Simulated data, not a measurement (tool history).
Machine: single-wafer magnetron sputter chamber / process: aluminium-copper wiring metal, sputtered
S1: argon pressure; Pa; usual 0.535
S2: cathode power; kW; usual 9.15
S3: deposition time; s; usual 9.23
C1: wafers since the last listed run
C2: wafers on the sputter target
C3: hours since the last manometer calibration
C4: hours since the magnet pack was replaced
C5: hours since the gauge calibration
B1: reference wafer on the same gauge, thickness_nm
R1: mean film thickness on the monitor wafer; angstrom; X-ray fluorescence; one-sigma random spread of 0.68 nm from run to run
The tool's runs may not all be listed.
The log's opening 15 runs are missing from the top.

run	day	S1	S2	S3	C1	C2	C3	C4	C5	B1	R1
# day 32.025: sputter target and shields replaced
# day 33.846: capacitance manometer re-zeroed and calibrated
16	34.408	0.535	9.15	9.23	1840	1679	13.5	192.5	2353.2	145.881	1627.44
17	35.862	0.535	9.15	9.23	1191	2871	48.4	227.4	2388.1	145.894	1630.39
# day 36.508: gauge calibrated
18	38.533	0.535	10.45	9.23	2188	5059	112.5	291.5	48.6	145.946	1867.07
19	40.908	0.535	9.15	9.23	1946	7006	169.5	348.5	105.6	145.91	1633.7
# day 46.883: sputter target and shields replaced
20	49.083	0.535	9.15	9.23	6425	1802	365.7	544.7	301.8	145.985	1644.47
21	51.167	0.535	9.75	10.95	1707	3510	415.7	594.7	351.8	145.941	2077.71
22	54.05	0.535	11.35	10.57	2362	5872	484.9	663.9	421	145.957	2347.42
23	56.608	0.535	9.15	9.23	2096	7969	546.3	725.3	482.4	146.023	1639.96
24	58.425	0.535	7.25	9.23	1488	9457	589.9	768.9	526	145.842	1309.57
25	60.133	0.458	9.15	10.28	1399	10857	630.9	809.9	567	146.172	1891.19
26	61.496	0.347	9.15	10.06	1116	11974	663.6	842.6	599.7	145.88	1930.99
# day 63.167: sputter target and shields replaced
27	64.438	0.348	7.35	7.52	2137	1040	734.2	913.2	670.3	145.945	1165.54
28	66.312	0.535	10.6	9.23	1536	2576	779.2	958.2	715.3	146.102	1915.15
29	72.154	0.535	7.45	10.56	4786	7363	919.4	1098.4	855.5	145.894	1534.41
30	73.946	0.535	9.15	9.23	1468	8831	962.4	1141.4	898.5	146.012	1651.41
31	75.371	0.535	9.15	9.23	1167	9999	996.6	1175.6	932.7	145.937	1649.87
32	77.567	0.658	9.15	9.23	1799	11798	1049.3	1228.3	985.4	145.966	1585.07
33	80.183	0.705	9.75	7.91	2144	13943	1112.1	1291.1	1048.2	145.829	1424.19
# day 82.008: sputter target and shields replaced
34	82.162	0.535	11.15	9.23	1348	126	1159.6	1338.6	1095.7	146.161	2014.27

Below are 4 alternative next runs, each starting from the tool's condition after run 34. Predict each:
A	82.179	0.535	9.15	9.23	13	139	1160	1339	1096.1	?	?
B	82.179	0.427	7.7	8.03	13	139	1160	1339	1096.1	?	?
C	82.179	0.739	9.15	7.75	13	139	1160	1339	1096.1	?	?
D	82.179	0.364	7.4	10.78	13	139	1160	1339	1096.1	?	?

run	B1	R1
A	146.034	1660.93
B	146.034	1264.61
C	146.034	1297.21
D	146.034	1669.76
Had the tool no hidden state, the same runs would have come out as:
run	R1
A	1629.22
B	1243.8
C	1266.35
D	1644.91

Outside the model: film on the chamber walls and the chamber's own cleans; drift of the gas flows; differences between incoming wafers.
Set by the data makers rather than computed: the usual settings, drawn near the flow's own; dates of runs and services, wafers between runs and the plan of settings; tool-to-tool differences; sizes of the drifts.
